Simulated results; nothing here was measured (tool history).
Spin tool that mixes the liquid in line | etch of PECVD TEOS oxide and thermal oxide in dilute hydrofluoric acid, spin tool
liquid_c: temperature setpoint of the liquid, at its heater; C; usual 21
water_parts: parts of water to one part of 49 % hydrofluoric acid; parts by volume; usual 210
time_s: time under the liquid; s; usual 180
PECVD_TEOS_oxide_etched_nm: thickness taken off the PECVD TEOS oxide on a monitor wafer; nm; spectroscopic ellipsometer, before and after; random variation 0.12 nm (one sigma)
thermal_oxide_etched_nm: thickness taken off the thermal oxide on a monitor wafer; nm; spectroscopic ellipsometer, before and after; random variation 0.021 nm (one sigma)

| run | day | liquid_c | water_parts | time_s | wafers since the last listed run | hours since the thermometer was replaced | hours since the hydrofluoric acid flow meter was replaced | hours since the gauge calibration | read-back film thickness of the PECVD TEOS oxide reference wafer, read on the same gauge (nm) | read-back film thickness of the thermal oxide reference wafer, read on the same gauge (nm) | PECVD_TEOS_oxide_etched_nm | thermal_oxide_etched_nm |
|---|---|---|---|---|---|---|---|---|---|---|---|---|
| 1 | 0 | 21 | 210 | 180 | 0 | 1767 | 1391.1 | 1672.6 | 56.34 | 131.486 | 14.66 | 2.805 |
|  | 0.954 | gauge calibrated |
| 2 | 3.192 | 21 | 210 | 180 | 502 | 1843.6 | 1467.7 | 53.7 | 59.19 | 138.178 | 15.24 | 2.979 |
| 3 | 7.167 | 21 | 210 | 180 | 625 | 1939 | 1563.1 | 149.1 | 58.6 | 136.785 | 15.13 | 2.902 |
| 4 | 10.592 | 21 | 210 | 180 | 539 | 2021.2 | 1645.3 | 231.3 | 58.18 | 135.737 | 14.92 | 2.904 |
| 5 | 14.117 | 21 | 210 | 180 | 554 | 2105.8 | 1729.9 | 315.9 | 57.83 | 134.918 | 15.06 | 2.901 |
| 6 | 17.15 | 21 | 210 | 180 | 477 | 2178.6 | 1802.7 | 388.7 | 57.54 | 134.235 | 14.91 | 2.925 |
| 7 | 18.812 | 21 | 210 | 180 | 261 | 2218.5 | 1842.6 | 428.6 | 57.42 | 133.981 | 14.84 | 2.891 |
| 8 | 21.725 | 21 | 210 | 95 | 458 | 2288.4 | 1912.5 | 498.5 | 57.21 | 133.462 | 7.92 | 1.505 |
| 9 | 25.454 | 21 | 210 | 95 | 587 | 2377.9 | 2002 | 588 | 56.94 | 132.911 | 7.91 | 1.507 |
| 10 | 28.329 | 21 | 210 | 95 | 452 | 2446.9 | 2071 | 657 | 56.8 | 132.564 | 7.65 | 1.509 |
|  | 29.908 | thermometer replaced |
| 11 | 30.629 | 19.5 | 150 | 180 | 355 | 17.3 | 2126.2 | 712.2 | 56.7 | 132.341 | 20.8 | 3.991 |
| 12 | 43.217 | 19.5 | 150 | 180 | 1981 | 319.4 | 2428.3 | 1014.3 | 56.3 | 131.366 | 20.36 | 4.03 |
| 13 | 46.867 | 21 | 210 | 180 | 574 | 407 | 2515.9 | 1101.9 | 56.23 | 131.168 | 14.5 | 2.809 |
|  | 46.95 | hydrofluoric acid flow meter replaced |
| 14 | 49.438 | 21 | 265 | 105 | 398 | 468.7 | 59.7 | 1163.6 | 56.14 | 131.055 | 6.43 | 1.231 |
| 15 | 52.112 | 19.5 | 210 | 85 | 421 | 532.9 | 123.9 | 1227.8 | 56.11 | 130.954 | 6.51 | 1.259 |
| 16 | 54.062 | 19 | 255 | 285 | 306 | 579.7 | 170.7 | 1274.6 | 56.1 | 130.905 | 16.73 | 3.222 |
|  | 56.304 | gauge calibrated |
| 17 | 57.771 | 21 | 210 | 180 | 583 | 668.7 | 259.7 | 35.2 | 59.54 | 138.919 | 15.36 | 2.997 |
| 18 | 59.271 | 21 | 265 | 105 | 236 | 704.7 | 295.7 | 71.2 | 59.28 | 138.346 | 6.75 | 1.293 |
| 19 | 62.808 | 21 | 135 | 180 | 556 | 789.6 | 380.6 | 156.1 | 58.78 | 137.133 | 25.53 | 4.955 |
| 20 | 65.292 | 21 | 210 | 230 | 390 | 849.2 | 440.2 | 215.7 | 58.47 | 136.41 | 19.45 | 3.738 |
| 21 | 67.558 | 23.5 | 240 | 105 | 356 | 903.6 | 494.6 | 270.1 | 58.21 | 135.808 | 8.3 | 1.598 |
| 22 | 70.342 | 21 | 275 | 180 | 438 | 970.4 | 561.4 | 336.9 | 57.94 | 135.196 | 10.94 | 2.12 |
| 23 | 73.733 | 23 | 265 | 230 | 533 | 1051.8 | 642.8 | 418.3 | 57.66 | 134.51 | 15.52 | 2.987 |
| 24 | 77.471 | 21 | 300 | 180 | 588 | 1141.5 | 732.5 | 508 | 57.39 | 133.861 | 9.62 | 1.846 |

3 ways to go on from here, each from the tool as it stands after run 24. What would each give?
| A | 77.492 | 17 | 210 | 180 | 3 | 1142 | 733 | 508.5 | ? | ? | ? | ? |
| B | 77.492 | 24 | 265 | 180 | 3 | 1142 | 733 | 508.5 | ? | ? | ? | ? |
| C | 77.492 | 19 | 180 | 110 | 3 | 1142 | 733 | 508.5 | ? | ? | ? | ? |

| run | read-back film thickness of the PECVD TEOS oxide reference wafer, read on the same gauge (nm) | read-back film thickness of the thermal oxide reference wafer, read on the same gauge (nm) | PECVD_TEOS_oxide_etched_nm | thermal_oxide_etched_nm |
|---|---|---|---|---|
| A | 57.36 | 133.841 | 12.91 | 2.471 |
| B | 57.36 | 133.841 | 12.62 | 2.417 |
| C | 57.36 | 133.841 | 10.25 | 1.961 |
Without the tool's hidden state the same runs would have given:
| run | PECVD_TEOS_oxide_etched_nm | thermal_oxide_etched_nm |
|---|---|---|
| A | 13.5 | 2.584 |
| B | 13.2 | 2.527 |
| C | 10.72 | 2.051 |

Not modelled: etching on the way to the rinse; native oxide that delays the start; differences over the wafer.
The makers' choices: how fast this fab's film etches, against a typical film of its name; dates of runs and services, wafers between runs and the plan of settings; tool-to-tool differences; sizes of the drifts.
